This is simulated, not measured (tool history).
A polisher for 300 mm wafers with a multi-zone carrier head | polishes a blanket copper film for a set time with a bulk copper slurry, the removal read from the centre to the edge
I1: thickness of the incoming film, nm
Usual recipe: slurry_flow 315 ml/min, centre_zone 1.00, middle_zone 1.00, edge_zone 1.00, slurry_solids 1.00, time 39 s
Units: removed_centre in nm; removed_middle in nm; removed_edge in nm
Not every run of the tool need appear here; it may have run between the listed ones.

{"run": 1, "hour": 0.0, "slurry_flow": 315, "centre_zone": 1.0, "middle_zone": 1.04, "edge_zone": 1.0, "slurry_solids": 0.9, "time": 39, "I1": 2764.8, "removed_centre": 272.5, "removed_middle": 272.4, "removed_edge": 281.2}
{"run": 2, "hour": 84.8, "slurry_flow": 225, "centre_zone": 1.0, "middle_zone": 0.95, "edge_zone": 1.0, "slurry_solids": 1.0, "time": 39, "I1": 2764.9, "removed_centre": 267.1, "removed_middle": 259.6, "removed_edge": 282.7}
{"run": 3, "hour": 153.0, "slurry_flow": 270, "centre_zone": 1.03, "middle_zone": 1.0, "edge_zone": 0.93, "slurry_solids": 1.25, "time": 39, "I1": 2826.4, "removed_centre": 290.6, "removed_middle": 280.5, "removed_edge": 288.3}
{"run": 4, "hour": 189.5, "slurry_flow": 315, "centre_zone": 1.0, "middle_zone": 0.91, "edge_zone": 1.0, "slurry_solids": 1.3, "time": 39, "I1": 2782.7, "removed_centre": 293.8, "removed_middle": 277.1, "removed_edge": 303.1}
{"hour": 256.6, "done": "centre zone pressure recalibrated"}
{"hour": 296.5, "done": "slurry nozzle cleaned"}
{"hour": 299.0, "done": "worn pad replaced by a new one"}
{"hour": 493.9, "done": "edge zone pressure recalibrated"}
{"run": 5, "hour": 502.2, "slurry_flow": 315, "centre_zone": 1.09, "middle_zone": 1.0, "edge_zone": 1.0, "slurry_solids": 1.0, "time": 39, "I1": 2786.2, "removed_centre": 297.9, "removed_middle": 276.7, "removed_edge": 287.6}
{"run": 6, "hour": 589.7, "slurry_flow": 315, "centre_zone": 1.0, "middle_zone": 1.11, "edge_zone": 1.0, "slurry_solids": 1.0, "time": 39, "I1": 2790.8, "removed_centre": 279.4, "removed_middle": 290.4, "removed_edge": 285.6}
{"run": 7, "hour": 659.1, "slurry_flow": 315, "centre_zone": 1.0, "middle_zone": 1.0, "edge_zone": 1.0, "slurry_solids": 0.9, "time": 39, "I1": 2762.6, "removed_centre": 276.5, "removed_middle": 268.4, "removed_edge": 280.8}
{"hour": 694.2, "done": "carrier head's membrane replaced by a new one"}
{"run": 8, "hour": 740.0, "slurry_flow": 315, "centre_zone": 0.89, "middle_zone": 1.0, "edge_zone": 1.0, "slurry_solids": 1.0, "time": 31, "I1": 2776.8, "removed_centre": 203.0, "removed_middle": 218.6, "removed_edge": 226.5}
{"run": 9, "hour": 834.6, "slurry_flow": 315, "centre_zone": 1.0, "middle_zone": 1.1, "edge_zone": 1.0, "slurry_solids": 0.85, "time": 39, "I1": 2798.9, "removed_centre": 273.8, "removed_middle": 278.5, "removed_edge": 279.9}
{"hour": 909.7, "done": "worn pad replaced by a new one"}
{"hour": 1064.2, "done": "slurry nozzle cleaned"}
{"hour": 1129.8, "done": "centre zone pressure recalibrated"}
{"run": 10, "hour": 1143.2, "slurry_flow": 315, "centre_zone": 1.0, "middle_zone": 0.89, "edge_zone": 1.0, "slurry_solids": 1.0, "time": 39, "I1": 2786.8, "removed_centre": 282.1, "removed_middle": 262.1, "removed_edge": 287.0}
{"run": 11, "hour": 1185.1, "slurry_flow": 315, "centre_zone": 1.07, "middle_zone": 1.0, "edge_zone": 1.0, "slurry_solids": 1.0, "time": 39, "I1": 2728.9, "removed_centre": 302.6, "removed_middle": 276.6, "removed_edge": 286.4}
{"hour": 1275.1, "done": "edge zone pressure recalibrated"}
{"run": 12, "hour": 1290.3, "slurry_flow": 225, "centre_zone": 1.0, "middle_zone": 0.95, "edge_zone": 1.0, "slurry_solids": 1.0, "time": 39, "I1": 2745.7, "removed_centre": 268.7, "removed_middle": 257.1, "removed_edge": 279.6}
{"run": 13, "hour": 1379.3, "slurry_flow": 315, "centre_zone": 1.04, "middle_zone": 1.03, "edge_zone": 1.0, "slurry_solids": 1.0, "time": 39, "I1": 2800.6, "removed_centre": 287.9, "removed_middle": 273.8, "removed_edge": 285.2}
{"hour": 1431.9, "done": "carrier head's membrane replaced by a new one"}
{"run": 14, "hour": 1485.8, "slurry_flow": 225, "centre_zone": 1.0, "middle_zone": 1.0, "edge_zone": 1.09, "slurry_solids": 1.0, "time": 39, "I1": 2805.8, "removed_centre": 264.3, "removed_middle": 268.0, "removed_edge": 289.8}
{"run": 15, "hour": 1542.9, "slurry_flow": 315, "centre_zone": 1.0, "middle_zone": 1.0, "edge_zone": 1.0, "slurry_solids": 1.0, "time": 39, "I1": 2824.1, "removed_centre": 289.7, "removed_middle": 274.3, "removed_edge": 285.1}
{"hour": 1578.9, "done": "worn pad replaced by a new one"}
{"run": 16, "hour": 1640.4, "slurry_flow": 215, "centre_zone": 1.0, "middle_zone": 1.0, "edge_zone": 1.0, "slurry_solids": 0.9, "time": 39, "I1": 2750.6, "removed_centre": 263.5, "removed_middle": 259.1, "removed_edge": 273.6}
{"run": 17, "hour": 1722.5, "slurry_flow": 245, "centre_zone": 0.94, "middle_zone": 1.0, "edge_zone": 1.0, "slurry_solids": 0.7, "time": 39, "I1": 2794.9, "removed_centre": 238.8, "removed_middle": 254.4, "removed_edge": 264.4}
{"run": 18, "hour": 1767.6, "slurry_flow": 255, "centre_zone": 1.07, "middle_zone": 1.0, "edge_zone": 1.0, "slurry_solids": 1.0, "time": 52, "I1": 2768.7, "removed_centre": 388.6, "removed_middle": 355.6, "removed_edge": 375.0}

The next listed run, before its measurement:
{"hour": 1773.0, "done": "slurry nozzle cleaned"}
{"run": 19, "hour": 1850.7, "slurry_flow": 315, "centre_zone": 1.0, "middle_zone": 1.0, "edge_zone": 1.0, "slurry_solids": 1.0, "time": 39, "I1": 2780.1, "removed_centre": "?", "removed_middle": "?", "removed_edge": "?"}

{"run 19": {"removed_centre": 283.7, "removed_middle": 273.2, "removed_edge": 285.1}}
Take away the tool's hidden state, keep the run-to-run variation as it was, and the same run would have given removed_centre 283.7 nm, removed_middle 273.2 nm, removed_edge 285.1 nm.
